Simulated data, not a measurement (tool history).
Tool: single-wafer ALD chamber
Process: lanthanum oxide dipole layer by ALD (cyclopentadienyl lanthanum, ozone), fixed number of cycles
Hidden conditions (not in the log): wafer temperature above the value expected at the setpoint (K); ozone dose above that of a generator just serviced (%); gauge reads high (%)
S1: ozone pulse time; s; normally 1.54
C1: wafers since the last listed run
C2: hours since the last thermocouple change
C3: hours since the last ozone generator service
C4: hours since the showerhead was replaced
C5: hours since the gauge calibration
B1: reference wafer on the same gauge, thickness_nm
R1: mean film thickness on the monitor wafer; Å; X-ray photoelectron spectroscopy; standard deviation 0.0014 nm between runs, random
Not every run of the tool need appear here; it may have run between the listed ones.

| run | hour | S1 | C1 | C2 | C3 | C4 | C5 | B1 | R1 |
|---|---|---|---|---|---|---|---|---|---|
| 1 | 0 | 1.08 | 0 | 575.8 | 1438.6 | 4299.1 | 488.7 | 0.621 | 4.67 |
| 2 | 56.9 | 1.15 | 1364 | 632.7 | 1495.5 | 4356 | 545.6 | 0.621 | 4.86 |
| 3 | 117.8 | 1.54 | 1460 | 693.6 | 1556.4 | 4416.9 | 606.5 | 0.621 | 5.42 |
| 4 | 154.2 | 1.54 | 872 | 730 | 1592.8 | 4453.3 | 642.9 | 0.621 | 5.41 |
| 5 | 224.3 | 1.36 | 1680 | 800.1 | 1662.9 | 4523.4 | 713 | 0.621 | 5.18 |
| 6 | 258.4 | 1.36 | 817 | 834.2 | 1697 | 4557.5 | 747.1 | 0.621 | 5.19 |
|  | 280.1 | gauge calibrated |
|  | 309.2 | ozone generator serviced |
| 7 | 309.7 | 1.54 | 1038 | 885.5 | 0.5 | 4608.8 | 29.6 | 0.621 | 5.54 |
|  | 373.3 | showerhead replaced |
| 8 | 373.8 | 1.73 | 1345 | 949.6 | 64.6 | 0.5 | 93.7 | 0.621 | 5.67 |
| 9 | 414.5 | 1.54 | 975 | 990.3 | 105.3 | 41.2 | 134.4 | 0.621 | 5.53 |
| 10 | 559.8 | 2.11 | 3483 | 1135.6 | 250.6 | 186.5 | 279.7 | 0.621 | 5.77 |
| 11 | 618.1 | 1.1 | 1397 | 1193.9 | 308.9 | 244.8 | 338 | 0.621 | 4.91 |
| 12 | 670.1 | 1.9 | 1246 | 1245.9 | 360.9 | 296.8 | 390 | 0.621 | 5.72 |
|  | 679.8 | thermocouple changed; heater temperature recalibrated |
| 13 | 738.8 | 1.3 | 1455 | 59 | 429.6 | 365.5 | 458.7 | 0.621 | 5.3 |
| 14 | 796.6 | 1.83 | 1385 | 116.8 | 487.4 | 423.3 | 516.5 | 0.621 | 5.68 |
| 15 | 864.7 | 1.54 | 1632 | 184.9 | 555.5 | 491.4 | 584.6 | 0.621 | 5.51 |

5 options for the next run, each taken on its own from the tool as it stands now. Forecast them:
| A | 865.1 | 1.19 | 9 | 185.3 | 555.9 | 491.8 | 585 | ? | ? |
| B | 865.1 | 1.03 | 9 | 185.3 | 555.9 | 491.8 | 585 | ? | ? |
| C | 865.1 | 1.96 | 9 | 185.3 | 555.9 | 491.8 | 585 | ? | ? |
| D | 865.1 | 1.86 | 9 | 185.3 | 555.9 | 491.8 | 585 | ? | ? |
| E | 865.1 | 1.06 | 9 | 185.3 | 555.9 | 491.8 | 585 | ? | ? |

| run | B1 | R1 |
|---|---|---|
| A | 0.621 | 5.09 |
| B | 0.621 | 4.71 |
| C | 0.621 | 5.72 |
| D | 0.621 | 5.69 |
| E | 0.621 | 4.79 |
Take away the tool's hidden state, keep each run's random variation, and the runs would have read:
| run | R1 |
|---|---|
| A | 5.13 |
| B | 4.77 |
| C | 5.73 |
| D | 5.71 |
| E | 4.85 |
